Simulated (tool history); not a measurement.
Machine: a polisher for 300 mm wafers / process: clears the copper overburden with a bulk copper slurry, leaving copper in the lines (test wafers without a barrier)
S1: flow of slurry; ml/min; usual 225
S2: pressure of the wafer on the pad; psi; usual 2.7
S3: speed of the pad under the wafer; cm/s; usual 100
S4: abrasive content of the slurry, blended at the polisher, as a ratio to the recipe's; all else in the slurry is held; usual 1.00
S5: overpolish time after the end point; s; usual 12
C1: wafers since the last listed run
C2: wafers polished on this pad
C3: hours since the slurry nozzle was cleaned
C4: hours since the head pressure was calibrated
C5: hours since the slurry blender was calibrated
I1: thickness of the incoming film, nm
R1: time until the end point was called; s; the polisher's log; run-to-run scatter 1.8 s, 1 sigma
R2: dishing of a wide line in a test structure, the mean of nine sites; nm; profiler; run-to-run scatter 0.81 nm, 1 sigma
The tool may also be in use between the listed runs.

run,hour,S1,S2,S3,S4,S5,C1,C2,C3,C4,C5,I1,R1,R2
1,0.0,175,2.7,100,1.00,12,0,1456,249.1,80.0,271.7,1027.0,139.4,59.6
# hour 16.6: worn pad replaced by a new one
2,35.7,175,2.7,100,1.00,12,264,159,284.8,115.7,307.4,1027.6,143.6,59.7
3,60.6,175,2.7,100,1.00,12,207,366,309.7,140.6,332.3,1021.1,141.0,60.2
# hour 72.9: slurry nozzle cleaned
4,95.7,225,2.2,100,1.00,12,284,651,22.8,175.7,367.4,1028.6,166.1,53.9
5,116.8,225,2.7,100,1.00,12,175,826,43.9,196.8,388.5,1044.7,141.9,60.4
6,152.6,225,2.7,100,1.00,12,298,1125,79.7,232.6,424.3,1027.0,137.4,59.8
7,170.0,225,2.7,100,1.00,10,144,1270,97.1,250.0,441.7,1023.8,141.1,54.1
8,183.4,225,2.7,100,1.00,12,111,1381,110.5,263.4,455.1,1009.7,134.0,60.2
# hour 193.6: worn pad replaced by a new one, of another model than before
# hour 212.0: slurry blender recalibrated
9,219.2,225,2.7,100,1.00,12,248,196,146.3,299.2,7.2,1026.5,129.1,66.7
10,238.0,195,2.7,84,1.00,6,156,353,165.1,318.0,26.0,1027.7,139.4,35.1
11,272.7,185,1.9,100,1.00,12,289,642,199.8,352.7,60.7,1036.0,158.3,56.2
12,297.2,225,2.7,100,1.00,12,204,846,224.3,377.2,85.2,1022.1,132.5,63.8
13,330.6,185,1.9,100,1.00,12,278,1125,257.7,410.6,118.6,1020.1,160.4,55.3
14,354.1,225,3.0,122,1.00,12,195,1320,281.2,434.1,142.1,1038.7,119.2,67.9
# hour 372.5: slurry nozzle cleaned
# hour 386.9: worn pad replaced by a new one
15,387.4,295,2.7,100,1.25,12,235,4,14.9,467.4,175.4,1032.8,129.9,66.6
# hour 397.2: head pressure recalibrated
16,400.1,225,1.9,100,1.20,8,89,93,27.6,2.9,188.1,1028.0,148.0,42.0
17,426.2,225,2.1,100,1.00,12,217,310,53.7,29.0,214.2,1027.4,155.2,57.0
18,463.4,305,2.2,100,1.00,12,309,620,90.9,66.2,251.4,1042.3,147.5,59.5
19,514.8,225,2.7,100,1.00,12,428,1049,142.3,117.6,302.8,1036.7,141.7,61.5

Predict each of these 3 candidate next runs independently; none follows another, all start after run 19:
A,515.3,225,2.7,100,1.00,12,4,1053,142.8,118.1,303.3,1026.0,?,?
B,515.3,250,3.5,72,0.75,12,4,1053,142.8,118.1,303.3,1026.0,?,?
C,515.3,225,2.3,66,1.00,12,4,1053,142.8,118.1,303.3,1026.0,?,?

run,R1,R2
A,140.7,61.5
B,146.2,60.4
C,171.3,52.8
Had the tool no hidden state, the same runs would have come out as:
run,R1,R2
A,126.8,66.2
B,132.4,65.0
C,154.3,57.1

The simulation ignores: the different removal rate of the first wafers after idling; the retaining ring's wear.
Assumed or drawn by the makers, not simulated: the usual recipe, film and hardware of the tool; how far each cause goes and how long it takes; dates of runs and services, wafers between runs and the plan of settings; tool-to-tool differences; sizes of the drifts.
